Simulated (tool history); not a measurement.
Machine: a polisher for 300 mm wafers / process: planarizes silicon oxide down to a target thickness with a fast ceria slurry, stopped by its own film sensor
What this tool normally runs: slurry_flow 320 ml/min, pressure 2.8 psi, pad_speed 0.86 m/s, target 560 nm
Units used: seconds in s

| run | hour | slurry_flow | pressure | pad_speed | target | wafers since the last listed run | wafers polished on this pad | hours since the slurry nozzle was cleaned | hours since the head pressure was calibrated | incoming thickness of the incoming film, nm | seconds |
|---|---|---|---|---|---|---|---|---|---|---|---|
| 1 | 0 | 320 | 2.8 | 0.86 | 560 | 0 | 922 | 250.9 | 390.2 | 1530.2 | 75.5 |
|  | 5.6 | worn pad replaced by a new one |
| 2 | 17.1 | 320 | 2.8 | 0.86 | 560 | 134 | 117 | 268 | 407.3 | 1550.6 | 67.1 |
| 3 | 29.2 | 320 | 2.8 | 0.86 | 560 | 123 | 241 | 280.1 | 419.4 | 1533.1 | 69.3 |
| 4 | 61.8 | 250 | 2.8 | 0.86 | 560 | 333 | 575 | 312.7 | 452 | 1552.7 | 74.2 |
|  | 66.7 | head pressure recalibrated |
| 5 | 73.7 | 250 | 2.8 | 0.86 | 560 | 101 | 676 | 324.6 | 7 | 1534.5 | 73 |
| 6 | 90 | 320 | 2.8 | 0.86 | 560 | 166 | 843 | 340.9 | 23.3 | 1540.6 | 75.1 |
| 7 | 104.7 | 320 | 2.8 | 0.86 | 560 | 150 | 994 | 355.6 | 38 | 1511.4 | 72.8 |
|  | 117.2 | worn pad replaced by a new one |
| 8 | 117.7 | 230 | 2.8 | 0.58 | 560 | 92 | 4 | 368.6 | 51 | 1513.6 | 101 |
| 9 | 127.9 | 240 | 3.4 | 1 | 218 | 104 | 109 | 378.8 | 61.2 | 1555.2 | 71.1 |
|  | 134.6 | slurry nozzle cleaned |
| 10 | 145.6 | 320 | 2.8 | 0.86 | 560 | 171 | 280 | 11 | 78.9 | 1539.5 | 68.7 |
| 11 | 156.2 | 320 | 2.8 | 0.86 | 560 | 108 | 388 | 21.6 | 89.5 | 1528.1 | 70.8 |
| 12 | 163.5 | 230 | 2.8 | 0.86 | 849 | 74 | 463 | 28.9 | 96.8 | 1503.9 | 49.7 |
| 13 | 178.5 | 380 | 2.5 | 0.94 | 560 | 153 | 617 | 43.9 | 111.8 | 1519.5 | 72.2 |
| 14 | 195.6 | 320 | 2.8 | 1.14 | 560 | 175 | 792 | 61 | 128.9 | 1527.7 | 55.7 |

Across each entry between runs, compare the hidden state at the last listed run before it with the hidden state at the first listed run after it:
After run 1, before run 2: worn pad replaced by a new one (hour 5.6)
  removal rate lost through wear of the pad, %: 11 -> 1.51
  measured less the result without the state, seconds: +8.3 -> +1.1 s
After run 4, before run 5: head pressure recalibrated (hour 66.7)
  removal rate lost through wear of the pad, %: 6.41 -> 7.72
  measured less the result without the state, seconds: +4.8 -> +5.6 s
After run 7, before run 8: worn pad replaced by a new one (hour 117.2)
  removal rate lost through wear of the pad, %: 11.1 -> 0.763
  measured less the result without the state, seconds: +8.1 -> +0.8 s
After run 9, before run 10: slurry nozzle cleaned (hour 134.6)
  removal rate lost through wear of the pad, %: 1.88 -> 3.83
  measured less the result without the state, seconds: +1.3 -> +2.6 s

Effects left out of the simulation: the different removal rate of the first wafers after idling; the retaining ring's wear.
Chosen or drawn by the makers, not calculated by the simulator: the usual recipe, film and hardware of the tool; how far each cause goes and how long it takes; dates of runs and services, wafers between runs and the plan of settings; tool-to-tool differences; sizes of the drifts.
